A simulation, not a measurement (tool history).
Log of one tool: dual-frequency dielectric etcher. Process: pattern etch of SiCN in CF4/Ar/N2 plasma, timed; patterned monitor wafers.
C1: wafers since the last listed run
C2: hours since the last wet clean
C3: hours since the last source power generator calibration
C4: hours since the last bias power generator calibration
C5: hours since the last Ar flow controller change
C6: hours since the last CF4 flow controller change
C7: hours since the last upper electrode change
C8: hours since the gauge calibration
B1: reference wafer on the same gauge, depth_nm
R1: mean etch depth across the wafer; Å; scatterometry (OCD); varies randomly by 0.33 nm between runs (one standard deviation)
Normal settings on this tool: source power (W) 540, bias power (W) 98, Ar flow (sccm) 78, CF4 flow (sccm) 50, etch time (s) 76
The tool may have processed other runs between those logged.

run 1 day=0 | source_power_(W)=540 bias_power_(W)=103 Ar_flow_(sccm)=78 CF4_flow_(sccm)=50 etch_time_(s)=76 | C1=0 C2=70.5 C3=1317.5 C4=3700.2 C5=2790.8 C6=2362.7 C7=5708.1 C8=624 | B1=93 | R1=910
run 2 day=1.592 | source_power_(W)=540 bias_power_(W)=103 Ar_flow_(sccm)=78 CF4_flow_(sccm)=50 etch_time_(s)=76 | C1=350 C2=108.7 C3=1355.7 C4=3738.4 C5=2829 C6=2400.9 C7=5746.3 C8=662.2 | B1=93 | R1=907
-- day=2.271 gauge calibrated
run 3 day=3.325 | source_power_(W)=540 bias_power_(W)=98 Ar_flow_(sccm)=78 CF4_flow_(sccm)=50 etch_time_(s)=76 | C1=382 C2=150.3 C3=1397.3 C4=3780 C5=2870.6 C6=2442.5 C7=5787.9 C8=25.3 | B1=93 | R1=883
run 4 day=5.654 | source_power_(W)=490 bias_power_(W)=98 Ar_flow_(sccm)=78 CF4_flow_(sccm)=50 etch_time_(s)=87.5 | C1=513 C2=206.2 C3=1453.2 C4=3835.9 C5=2926.5 C6=2498.4 C7=5843.8 C8=81.2 | B1=92.9 | R1=960
run 5 day=8.608 | source_power_(W)=540 bias_power_(W)=98 Ar_flow_(sccm)=78 CF4_flow_(sccm)=50 etch_time_(s)=69.5 | C1=651 C2=277.1 C3=1524.1 C4=3906.8 C5=2997.4 C6=2569.3 C7=5914.7 C8=152.1 | B1=93 | R1=810
-- day=9.583 source power generator calibrated
run 6 day=10.45 | source_power_(W)=540 bias_power_(W)=98 Ar_flow_(sccm)=78 CF4_flow_(sccm)=50 etch_time_(s)=69.5 | C1=369 C2=321.3 C3=20.8 C4=3951 C5=3041.6 C6=2613.5 C7=5958.9 C8=196.3 | B1=93.1 | R1=826
run 7 day=13.238 | source_power_(W)=540 bias_power_(W)=98 Ar_flow_(sccm)=78 CF4_flow_(sccm)=50 etch_time_(s)=69.5 | C1=614 C2=388.2 C3=87.7 C4=4017.9 C5=3108.5 C6=2680.4 C7=6025.8 C8=263.2 | B1=93 | R1=817
-- day=14.4 upper electrode replaced
run 8 day=14.958 | source_power_(W)=540 bias_power_(W)=98 Ar_flow_(sccm)=78 CF4_flow_(sccm)=50 etch_time_(s)=89.5 | C1=158 C2=429.5 C3=129 C4=4059.2 C5=3149.8 C6=2721.7 C7=13.4 C8=304.5 | B1=93 | R1=1055
run 9 day=16.617 | source_power_(W)=540 bias_power_(W)=98 Ar_flow_(sccm)=78 CF4_flow_(sccm)=50 etch_time_(s)=89.5 | C1=365 C2=469.3 C3=168.8 C4=4099 C5=3189.6 C6=2761.5 C7=53.2 C8=344.3 | B1=93 | R1=1051
run 10 day=19.125 | source_power_(W)=540 bias_power_(W)=98 Ar_flow_(sccm)=78 CF4_flow_(sccm)=50 etch_time_(s)=76 | C1=552 C2=529.5 C3=229 C4=4159.2 C5=3249.8 C6=2821.7 C7=113.4 C8=404.5 | B1=92.9 | R1=895
-- day=19.521 Ar flow controller replaced
run 11 day=20.754 | source_power_(W)=640 bias_power_(W)=119 Ar_flow_(sccm)=84 CF4_flow_(sccm)=50 etch_time_(s)=84 | C1=304 C2=568.6 C3=268.1 C4=4198.3 C5=29.6 C6=2860.8 C7=152.5 C8=443.6 | B1=93 | R1=1160
-- day=22.071 wet clean of the chamber
run 12 day=22.104 | source_power_(W)=540 bias_power_(W)=98 Ar_flow_(sccm)=78 CF4_flow_(sccm)=46 etch_time_(s)=90 | C1=77 C2=0.8 C3=300.5 C4=4230.7 C5=62 C6=2893.2 C7=184.9 C8=476 | B1=93.1 | R1=1061
-- day=22.629 CF4 flow controller replaced
run 13 day=23.554 | source_power_(W)=590 bias_power_(W)=98 Ar_flow_(sccm)=78 CF4_flow_(sccm)=39 etch_time_(s)=76 | C1=264 C2=35.6 C3=335.3 C4=4265.5 C5=96.8 C6=22.2 C7=219.7 C8=510.8 | B1=93.1 | R1=934
run 14 day=25.596 | source_power_(W)=540 bias_power_(W)=98 Ar_flow_(sccm)=78 CF4_flow_(sccm)=50 etch_time_(s)=76 | C1=450 C2=84.6 C3=384.3 C4=4314.5 C5=145.8 C6=71.2 C7=268.7 C8=559.8 | B1=92.9 | R1=902
-- day=27.829 gauge calibrated
run 15 day=28.588 | source_power_(W)=540 bias_power_(W)=98 Ar_flow_(sccm)=73 CF4_flow_(sccm)=50 etch_time_(s)=76 | C1=659 C2=156.4 C3=456.1 C4=4386.3 C5=217.6 C6=143 C7=340.5 C8=18.2 | B1=93 | R1=919
-- day=29.358 bias power generator calibrated
run 16 day=31.267 | source_power_(W)=500 bias_power_(W)=98 Ar_flow_(sccm)=59 CF4_flow_(sccm)=41 etch_time_(s)=85 | C1=553 C2=220.7 C3=520.4 C4=45.8 C5=281.9 C6=207.3 C7=404.8 C8=82.5 | B1=92.9 | R1=986
run 17 day=32.417 | source_power_(W)=650 bias_power_(W)=116 Ar_flow_(sccm)=78 CF4_flow_(sccm)=50 etch_time_(s)=76 | C1=253 C2=248.3 C3=548 C4=73.4 C5=309.5 C6=234.9 C7=432.4 C8=110.1 | B1=92.9 | R1=1070
run 18 day=33.833 | source_power_(W)=540 bias_power_(W)=98 Ar_flow_(sccm)=88 CF4_flow_(sccm)=50 etch_time_(s)=76 | C1=312 C2=282.3 C3=582 C4=107.4 C5=343.5 C6=268.9 C7=466.4 C8=144.1 | B1=92.8 | R1=881
run 19 day=36.383 | source_power_(W)=610 bias_power_(W)=98 Ar_flow_(sccm)=69 CF4_flow_(sccm)=55 etch_time_(s)=76 | C1=562 C2=343.5 C3=643.2 C4=168.6 C5=404.7 C6=330.1 C7=527.6 C8=205.3 | B1=93.1 | R1=989

For run 20, what comes out?
run 20 day=38.175 | source_power_(W)=440 bias_power_(W)=74 Ar_flow_(sccm)=68 CF4_flow_(sccm)=59 etch_time_(s)=76 | C1=394 C2=386.5 C3=686.2 C4=211.6 C5=447.7 C6=373.1 C7=570.6 C8=248.3 | B1=? | R1=?

Run 20 gave B1 93, R1 753 Å.
Were there no unlogged condition in the tool, this run, its random variation unchanged, would have produced R1 767 Å.
